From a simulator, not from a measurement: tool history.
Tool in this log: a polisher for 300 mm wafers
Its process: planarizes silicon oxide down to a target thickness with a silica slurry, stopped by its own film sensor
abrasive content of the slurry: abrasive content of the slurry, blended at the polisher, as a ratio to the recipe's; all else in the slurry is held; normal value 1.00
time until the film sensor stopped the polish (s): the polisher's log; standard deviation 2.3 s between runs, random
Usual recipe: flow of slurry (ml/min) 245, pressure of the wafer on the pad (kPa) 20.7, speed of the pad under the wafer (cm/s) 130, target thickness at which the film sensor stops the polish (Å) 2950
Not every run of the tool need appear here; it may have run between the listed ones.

run	day	flow of slurry (ml/min)	pressure of the wafer on the pad (kPa)	speed of the pad under the wafer (cm/s)	abrasive content of the slurry	target thickness at which the film sensor stops the polish (Å)	wafers since the last listed run	wafers polished on this pad	hours since the slurry nozzle was cleaned	hours since the head pressure was calibrated	hours since the slurry blender was calibrated	hours since the conditioning disc was replaced	incoming thickness of the incoming film, nm	time until the film sensor stopped the polish (s)
1	0.000	245	20.7	130	1.00	2950	0	1747	542.0	15.8	197.6	404.4	579.4	172.8
# day 3.150: worn pad replaced by a new one
2	4.408	245	20.7	130	1.00	2950	661	196	647.8	121.6	303.4	510.2	576.1	159.4
# day 4.917: slurry blender recalibrated
3	7.871	245	20.7	130	1.00	2950	527	723	730.9	204.7	70.9	593.3	576.8	154.9
# day 9.638: conditioning disc replaced and pad reconditioned
4	10.933	310	20.7	130	1.00	2950	464	1188	804.4	278.2	144.4	31.1	573.0	163.5
# day 13.229: slurry nozzle cleaned
# day 13.433: head pressure recalibrated
5	15.033	310	20.7	130	1.00	2950	620	1808	43.3	38.4	242.8	129.5	563.7	159.9
# day 16.550: worn pad replaced by a new one
# day 17.946: slurry blender recalibrated
6	19.496	310	20.7	130	1.00	2950	657	446	150.4	145.5	37.2	236.6	575.2	151.4
7	23.500	275	16.5	130	1.00	2950	624	1071	246.5	241.6	133.3	332.7	576.6	186.7
8	27.354	245	20.7	130	1.00	2950	601	1673	339.0	334.1	225.8	425.2	562.9	161.7
# day 29.162: head pressure recalibrated
# day 30.521: conditioning disc replaced and pad reconditioned
# day 30.829: worn pad replaced by a new one
9	31.212	245	20.7	130	1.00	2950	550	59	431.6	49.2	318.4	16.6	571.4	145.7
# day 32.458: slurry blender recalibrated
10	32.988	245	20.7	130	1.00	2950	264	323	474.2	91.8	12.7	59.2	569.6	144.4
11	35.046	245	20.7	130	1.00	2950	321	644	523.6	141.2	62.1	108.6	570.4	151.7
12	40.308	245	15.9	130	1.00	2950	821	1466	649.9	267.5	188.4	234.9	570.5	189.9
# day 40.550: slurry nozzle cleaned
13	42.800	245	13.8	130	1.00	3820	382	1848	54.0	327.3	248.2	294.7	575.4	150.9
# day 43.396: head pressure recalibrated
# day 46.762: worn pad replaced by a new one
14	46.775	245	20.7	130	1.00	2950	581	2	149.4	81.1	343.6	390.1	565.7	156.6
# day 48.350: slurry blender recalibrated
15	50.842	245	20.7	130	1.00	2950	621	623	247.0	178.7	59.8	487.7	571.1	161.0
16	52.867	310	20.7	130	1.00	2950	316	939	295.6	227.3	108.4	536.3	582.1	169.9
# day 53.571: conditioning disc replaced and pad reconditioned
17	56.825	190	20.7	130	1.00	2950	604	1544	390.6	322.3	203.4	78.1	561.6	167.0
18	60.833	245	20.7	106	1.10	2360	625	2170	486.8	418.5	299.6	174.3	577.8	246.2
# day 62.146: head pressure recalibrated
# day 62.929: worn pad replaced by a new one
19	64.121	270	20.7	162	1.00	2950	474	186	565.7	47.4	378.5	253.2	574.1	137.9
# day 64.875: slurry blender recalibrated
20	66.438	245	27.6	130	0.90	3730	348	534	621.3	103.0	37.5	308.8	566.4	90.6
# day 73.258: slurry nozzle cleaned
21	73.421	285	20.7	152	1.15	2950	1083	1618	3.9	270.6	205.1	476.4	569.2	142.5

Entry by entry between the runs, the difference in hidden state between the last listed run before and the first listed run after:
After run 1, before run 2: worn pad replaced by a new one (day 3.150)
  removal rate lost through wear of the pad, %: 13.8 -> 3.37; abrasive missing from the slurry, %: 13.1 -> 18.6
  what was measured, less what the result would be without the hidden state, time until the film sensor stopped the polish (s): +32.0 -> +17.4
After run 2, before run 3: slurry blender recalibrated (day 4.917)
  removal rate lost through wear of the pad, %: 3.37 -> 9.15; abrasive missing from the slurry, %: 18.6 -> 5.11
  what was measured, less what the result would be without the hidden state, time until the film sensor stopped the polish (s): +17.4 -> +17.1
After run 3, before run 4: conditioning disc replaced and pad reconditioned (day 9.638)
  removal rate lost through wear of the pad, %: 9.15 -> 11.8; abrasive missing from the slurry, %: 5.11 -> 8.93
  what was measured, less what the result would be without the hidden state, time until the film sensor stopped the polish (s): +17.1 -> +24.4
After run 4, before run 5: slurry nozzle cleaned (day 13.229); head pressure recalibrated (day 13.433)
  removal rate lost through wear of the pad, %: 11.8 -> 13.5; abrasive missing from the slurry, %: 8.93 -> 14
  what was measured, less what the result would be without the hidden state, time until the film sensor stopped the polish (s): +24.4 -> +29.6
After run 5, before run 6: worn pad replaced by a new one (day 16.550); slurry blender recalibrated (day 17.946)
  removal rate lost through wear of the pad, %: 13.5 -> 7.69; abrasive missing from the slurry, %: 14 -> 2.06
  what was measured, less what the result would be without the hidden state, time until the film sensor stopped the polish (s): +29.6 -> +12.7
After run 8, before run 9: head pressure recalibrated (day 29.162); conditioning disc replaced and pad reconditioned (day 30.521); worn pad replaced by a new one (day 30.829)
  removal rate lost through wear of the pad, %: 14.1 -> 1.44; abrasive missing from the slurry, %: 11.9 -> 16.7
  what was measured, less what the result would be without the hidden state, time until the film sensor stopped the polish (s): +29.6 -> +12.1
After run 9, before run 10: slurry blender recalibrated (day 32.458)
  removal rate lost through wear of the pad, %: 1.44 -> 5.58; abrasive missing from the slurry, %: 16.7 -> 0.724
  what was measured, less what the result would be without the hidden state, time until the film sensor stopped the polish (s): +12.1 -> +8.4
After run 12, before run 13: slurry nozzle cleaned (day 40.550)
  removal rate lost through wear of the pad, %: 12.9 -> 13.8; abrasive missing from the slurry, %: 9.86 -> 13
  what was measured, less what the result would be without the hidden state, time until the film sensor stopped the polish (s): +31.2 -> +27.7
After run 13, before run 14: head pressure recalibrated (day 43.396); worn pad replaced by a new one (day 46.762)
  removal rate lost through wear of the pad, %: 13.8 -> 3.83; abrasive missing from the slurry, %: 13 -> 17.9
  what was measured, less what the result would be without the hidden state, time until the film sensor stopped the polish (s): +27.7 -> +17.4
After run 14, before run 15: slurry blender recalibrated (day 48.350)
  removal rate lost through wear of the pad, %: 3.83 -> 12.1; abrasive missing from the slurry, %: 17.9 -> 5.14
  what was measured, less what the result would be without the hidden state, time until the film sensor stopped the polish (s): +17.4 -> +22.4
After run 16, before run 17: conditioning disc replaced and pad reconditioned (day 53.571)
  removal rate lost through wear of the pad, %: 14.3 -> 16.6; abrasive missing from the slurry, %: 7.67 -> 12.6
  what was measured, less what the result would be without the hidden state, time until the film sensor stopped the polish (s): +28.7 -> +35.0
After run 18, before run 19: head pressure recalibrated (day 62.146); worn pad replaced by a new one (day 62.929)
  removal rate lost through wear of the pad, %: 17.7 -> 4.64; abrasive missing from the slurry, %: 17.6 -> 21.7
  what was measured, less what the result would be without the hidden state, time until the film sensor stopped the polish (s): +57.9 -> +18.6
After run 19, before run 20: slurry blender recalibrated (day 64.875)
  removal rate lost through wear of the pad, %: 4.64 -> 8.99; abrasive missing from the slurry, %: 21.7 -> 2.46
  what was measured, less what the result would be without the hidden state, time until the film sensor stopped the polish (s): +18.6 -> +9.0
After run 20, before run 21: slurry nozzle cleaned (day 73.258)
  removal rate lost through wear of the pad, %: 8.99 -> 14.5; abrasive missing from the slurry, %: 2.46 -> 11.2
  what was measured, less what the result would be without the hidden state, time until the film sensor stopped the polish (s): +9.0 -> +25.8
